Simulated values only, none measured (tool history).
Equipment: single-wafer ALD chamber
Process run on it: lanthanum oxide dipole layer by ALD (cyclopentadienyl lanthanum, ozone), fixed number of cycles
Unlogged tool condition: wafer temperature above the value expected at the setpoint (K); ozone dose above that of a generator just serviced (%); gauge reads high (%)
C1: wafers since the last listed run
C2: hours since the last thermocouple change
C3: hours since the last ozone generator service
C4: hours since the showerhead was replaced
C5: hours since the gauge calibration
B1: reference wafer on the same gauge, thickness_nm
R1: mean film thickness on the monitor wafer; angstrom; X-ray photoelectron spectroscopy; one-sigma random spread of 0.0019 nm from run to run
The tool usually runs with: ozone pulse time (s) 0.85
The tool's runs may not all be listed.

run 1 hour=0.0 | ozone_pulse_time_(s)=0.85 | C1=0 C2=1438.3 C3=425.8 C4=4899.4 C5=191.7 | B1=0.418 | R1=4.59
run 2 hour=7.6 | ozone_pulse_time_(s)=0.85 | C1=79 C2=1445.9 C3=433.4 C4=4907.0 C5=199.3 | B1=0.418 | R1=4.61
run 3 hour=22.2 | ozone_pulse_time_(s)=0.85 | C1=153 C2=1460.5 C3=448.0 C4=4921.6 C5=213.9 | B1=0.418 | R1=4.58
run 4 hour=35.1 | ozone_pulse_time_(s)=0.85 | C1=135 C2=1473.4 C3=460.9 C4=4934.5 C5=226.8 | B1=0.418 | R1=4.59
run 5 hour=47.7 | ozone_pulse_time_(s)=0.85 | C1=132 C2=1486.0 C3=473.5 C4=4947.1 C5=239.4 | B1=0.418 | R1=4.60
run 6 hour=61.0 | ozone_pulse_time_(s)=1.02 | C1=139 C2=1499.3 C3=486.8 C4=4960.4 C5=252.7 | B1=0.418 | R1=5.06
run 7 hour=68.3 | ozone_pulse_time_(s)=1.02 | C1=76 C2=1506.6 C3=494.1 C4=4967.7 C5=260.0 | B1=0.418 | R1=5.11
run 8 hour=76.9 | ozone_pulse_time_(s)=0.85 | C1=90 C2=1515.2 C3=502.7 C4=4976.3 C5=268.6 | B1=0.418 | R1=4.61
run 9 hour=92.3 | ozone_pulse_time_(s)=0.65 | C1=161 C2=1530.6 C3=518.1 C4=4991.7 C5=284.0 | B1=0.418 | R1=3.54
-- hour=107.9 thermocouple changed; heater temperature recalibrated
run 10 hour=108.4 | ozone_pulse_time_(s)=0.67 | C1=85 C2=0.5 C3=534.2 C4=5007.8 C5=300.1 | B1=0.418 | R1=3.67
run 11 hour=121.1 | ozone_pulse_time_(s)=0.67 | C1=133 C2=13.2 C3=546.9 C4=5020.5 C5=312.8 | B1=0.418 | R1=3.68
run 12 hour=130.6 | ozone_pulse_time_(s)=0.67 | C1=99 C2=22.7 C3=556.4 C4=5030.0 C5=322.3 | B1=0.418 | R1=3.66
run 13 hour=140.7 | ozone_pulse_time_(s)=1.09 | C1=106 C2=32.8 C3=566.5 C4=5040.1 C5=332.4 | B1=0.418 | R1=5.26
run 14 hour=150.8 | ozone_pulse_time_(s)=0.60 | C1=106 C2=42.9 C3=576.6 C4=5050.2 C5=342.5 | B1=0.418 | R1=3.15
run 15 hour=161.6 | ozone_pulse_time_(s)=0.95 | C1=113 C2=53.7 C3=587.4 C4=5061.0 C5=353.3 | B1=0.418 | R1=4.94
-- hour=169.3 gauge calibrated
run 16 hour=215.5 | ozone_pulse_time_(s)=0.85 | C1=565 C2=107.6 C3=641.3 C4=5114.9 C5=46.2 | B1=0.418 | R1=4.57
run 17 hour=222.0 | ozone_pulse_time_(s)=0.69 | C1=68 C2=114.1 C3=647.8 C4=5121.4 C5=52.7 | B1=0.418 | R1=3.79
-- hour=245.8 showerhead replaced, of another model than before
-- hour=257.9 ozone generator serviced
run 18 hour=258.4 | ozone_pulse_time_(s)=0.96 | C1=214 C2=150.5 C3=0.5 C4=12.6 C5=89.1 | B1=0.418 | R1=5.19
run 19 hour=262.9 | ozone_pulse_time_(s)=1.06 | C1=47 C2=155.0 C3=5.0 C4=17.1 C5=93.6 | B1=0.418 | R1=5.41
run 20 hour=269.7 | ozone_pulse_time_(s)=0.85 | C1=71 C2=161.8 C3=11.8 C4=23.9 C5=100.4 | B1=0.418 | R1=4.70
run 21 hour=283.0 | ozone_pulse_time_(s)=1.12 | C1=139 C2=175.1 C3=25.1 C4=37.2 C5=113.7 | B1=0.418 | R1=5.50
run 22 hour=299.4 | ozone_pulse_time_(s)=1.00 | C1=172 C2=191.5 C3=41.5 C4=53.6 C5=130.1 | B1=0.418 | R1=5.26
run 23 hour=315.3 | ozone_pulse_time_(s)=0.85 | C1=166 C2=207.4 C3=57.4 C4=69.5 C5=146.0 | B1=0.418 | R1=4.67
run 24 hour=326.4 | ozone_pulse_time_(s)=1.16 | C1=116 C2=218.5 C3=68.5 C4=80.6 C5=157.1 | B1=0.418 | R1=5.54
run 25 hour=337.1 | ozone_pulse_time_(s)=0.62 | C1=112 C2=229.2 C3=79.2 C4=91.3 C5=167.8 | B1=0.418 | R1=2.27
run 26 hour=349.1 | ozone_pulse_time_(s)=0.64 | C1=125 C2=241.2 C3=91.2 C4=103.3 C5=179.8 | B1=0.418 | R1=2.61
run 27 hour=386.5 | ozone_pulse_time_(s)=0.95 | C1=392 C2=278.6 C3=128.6 C4=140.7 C5=217.2 | B1=0.418 | R1=5.06
run 28 hour=397.7 | ozone_pulse_time_(s)=0.68 | C1=117 C2=289.8 C3=139.8 C4=151.9 C5=228.4 | B1=0.418 | R1=3.11
run 29 hour=404.9 | ozone_pulse_time_(s)=0.99 | C1=75 C2=297.0 C3=147.0 C4=159.1 C5=235.6 | B1=0.418 | R1=5.20
run 30 hour=419.2 | ozone_pulse_time_(s)=0.55 | C1=150 C2=311.3 C3=161.3 C4=173.4 C5=249.9 | B1=0.418 | R1=0.84
run 31 hour=436.0 | ozone_pulse_time_(s)=1.15 | C1=176 C2=328.1 C3=178.1 C4=190.2 C5=266.7 | B1=0.418 | R1=5.52
run 32 hour=447.5 | ozone_pulse_time_(s)=0.72 | C1=120 C2=339.6 C3=189.6 C4=201.7 C5=278.2 | B1=0.418 | R1=3.58
run 33 hour=480.7 | ozone_pulse_time_(s)=0.85 | C1=348 C2=372.8 C3=222.8 C4=234.9 C5=311.4 | B1=0.418 | R1=4.54
run 34 hour=487.2 | ozone_pulse_time_(s)=0.75 | C1=68 C2=379.3 C3=229.3 C4=241.4 C5=317.9 | B1=0.419 | R1=3.84

4 ways to go on from here, each from the tool as it stands after run 34. What would each give?
run A hour=487.6 | ozone_pulse_time_(s)=0.85 | C1=4 C2=379.7 C3=229.7 C4=241.8 C5=318.3 | B1=? | R1=?
run B hour=487.6 | ozone_pulse_time_(s)=0.73 | C1=4 C2=379.7 C3=229.7 C4=241.8 C5=318.3 | B1=? | R1=?
run C hour=487.6 | ozone_pulse_time_(s)=0.76 | C1=4 C2=379.7 C3=229.7 C4=241.8 C5=318.3 | B1=? | R1=?
run D hour=487.6 | ozone_pulse_time_(s)=1.07 | C1=4 C2=379.7 C3=229.7 C4=241.8 C5=318.3 | B1=? | R1=?

run=A B1=0.418 R1=4.55
run=B B1=0.418 R1=3.63
run=C B1=0.418 R1=3.91
run=D B1=0.418 R1=5.34
With the hidden condition removed and each run's random variation left untouched, the same runs would have given:
run=A R1=4.72
run=B R1=3.83
run=C R1=4.11
run=D R1=5.44

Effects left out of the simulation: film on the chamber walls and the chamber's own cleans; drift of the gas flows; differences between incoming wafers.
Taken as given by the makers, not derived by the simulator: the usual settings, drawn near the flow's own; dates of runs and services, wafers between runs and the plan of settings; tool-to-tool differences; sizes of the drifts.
